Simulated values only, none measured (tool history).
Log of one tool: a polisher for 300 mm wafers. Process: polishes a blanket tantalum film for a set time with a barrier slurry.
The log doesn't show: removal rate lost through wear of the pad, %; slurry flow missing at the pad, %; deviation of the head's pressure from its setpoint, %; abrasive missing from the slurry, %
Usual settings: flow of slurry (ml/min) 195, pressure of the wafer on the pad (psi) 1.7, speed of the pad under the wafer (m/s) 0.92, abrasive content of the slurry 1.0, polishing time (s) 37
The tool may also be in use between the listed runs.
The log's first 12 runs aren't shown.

| run | hour | flow of slurry (ml/min) | pressure of the wafer on the pad (psi) | speed of the pad under the wafer (m/s) | abrasive content of the slurry | polishing time (s) | wafers since the last listed run | wafers polished on this pad | hours since the slurry nozzle was cleaned | hours since the head pressure was calibrated | hours since the slurry blender was calibrated | incoming thickness of the incoming film, nm | film removed (angstrom) |
|---|---|---|---|---|---|---|---|---|---|---|---|---|---|
|  | 140.5 | worn pad replaced by a new one |
| 13 | 146.6 | 250 | 1.2 | 0.64 | 1.0 | 37 | 114 | 68 | 589.9 | 1177.1 | 426.6 | 398.1 | 292 |
| 14 | 157.3 | 195 | 1.7 | 0.92 | 1.0 | 26 | 119 | 187 | 600.6 | 1187.8 | 437.3 | 396.7 | 411 |
| 15 | 170.6 | 195 | 1.5 | 0.92 | 1.0 | 43 | 148 | 336 | 613.9 | 1201.1 | 450.6 | 396.5 | 595 |
|  | 173.3 | slurry blender recalibrated |
| 16 | 177.4 | 195 | 1.7 | 0.92 | 1.0 | 37 | 53 | 390 | 620.7 | 1207.9 | 4.1 | 396.7 | 575 |
| 17 | 191.3 | 195 | 1.7 | 0.92 | 0.8 | 37 | 155 | 545 | 634.6 | 1221.8 | 18.0 | 404.9 | 534 |
| 18 | 206.2 | 255 | 1.3 | 0.92 | 1.0 | 37 | 166 | 712 | 649.5 | 1236.7 | 32.9 | 393.2 | 438 |
|  | 221.7 | slurry nozzle cleaned |
| 19 | 223.4 | 195 | 1.7 | 0.92 | 1.0 | 37 | 181 | 893 | 1.7 | 1253.9 | 50.1 | 398.1 | 549 |
| 20 | 231.1 | 195 | 1.7 | 0.92 | 1.0 | 37 | 86 | 979 | 9.4 | 1261.6 | 57.8 | 396.4 | 544 |
|  | 239.8 | worn pad replaced by a new one |
| 21 | 247.5 | 195 | 1.3 | 0.92 | 1.2 | 37 | 138 | 86 | 25.8 | 1278.0 | 74.2 | 405.2 | 476 |
| 22 | 261.1 | 235 | 1.7 | 0.72 | 1.0 | 37 | 152 | 238 | 39.4 | 1291.6 | 87.8 | 394.6 | 470 |
| 23 | 277.0 | 195 | 1.7 | 0.92 | 1.0 | 37 | 177 | 416 | 55.3 | 1307.5 | 103.7 | 399.3 | 591 |
| 24 | 293.0 | 195 | 1.7 | 0.92 | 1.0 | 37 | 178 | 595 | 71.3 | 1323.5 | 119.7 | 398.8 | 582 |
|  | 299.7 | head pressure recalibrated |
| 25 | 300.6 | 150 | 1.7 | 1.08 | 1.1 | 31 | 62 | 658 | 78.9 | 0.9 | 127.3 | 407.4 | 492 |
| 26 | 316.5 | 140 | 1.7 | 0.92 | 1.0 | 27 | 177 | 835 | 94.8 | 16.8 | 143.2 | 398.6 | 342 |
|  | 333.5 | worn pad replaced by a new one |
| 27 | 369.6 | 195 | 1.7 | 0.82 | 1.0 | 34 | 549 | 403 | 147.9 | 69.9 | 196.3 | 397.9 | 432 |
| 28 | 381.8 | 195 | 1.3 | 1.12 | 1.0 | 31 | 136 | 540 | 160.1 | 82.1 | 208.5 | 405.7 | 403 |
| 29 | 394.1 | 195 | 1.7 | 1.12 | 1.0 | 26 | 137 | 677 | 172.4 | 94.4 | 220.8 | 399.2 | 439 |
| 30 | 409.5 | 250 | 1.7 | 0.92 | 1.1 | 37 | 172 | 849 | 187.8 | 109.8 | 236.2 | 401.3 | 518 |
| 31 | 415.7 | 245 | 1.7 | 0.92 | 1.0 | 37 | 69 | 919 | 194.0 | 116.0 | 242.4 | 394.7 | 500 |

3 ways to go on from here, each from the tool as it stands after run 31. What would each give?
| A | 416.1 | 195 | 1.7 | 0.92 | 1.0 | 37 | 4 | 923 | 194.4 | 116.4 | 242.8 | 399.8 | ? |
| B | 416.1 | 195 | 1.7 | 0.92 | 1.0 | 44 | 4 | 923 | 194.4 | 116.4 | 242.8 | 399.8 | ? |
| C | 416.1 | 160 | 2.2 | 0.92 | 1.0 | 37 | 4 | 923 | 194.4 | 116.4 | 242.8 | 399.8 | ? |

| run | film removed (angstrom) |
|---|---|
| A | 495 |
| B | 589 |
| C | 624 |
Without the tool's hidden state the same runs would have given:
| run | film removed (angstrom) |
|---|---|
| A | 533 |
| B | 634 |
| C | 673 |
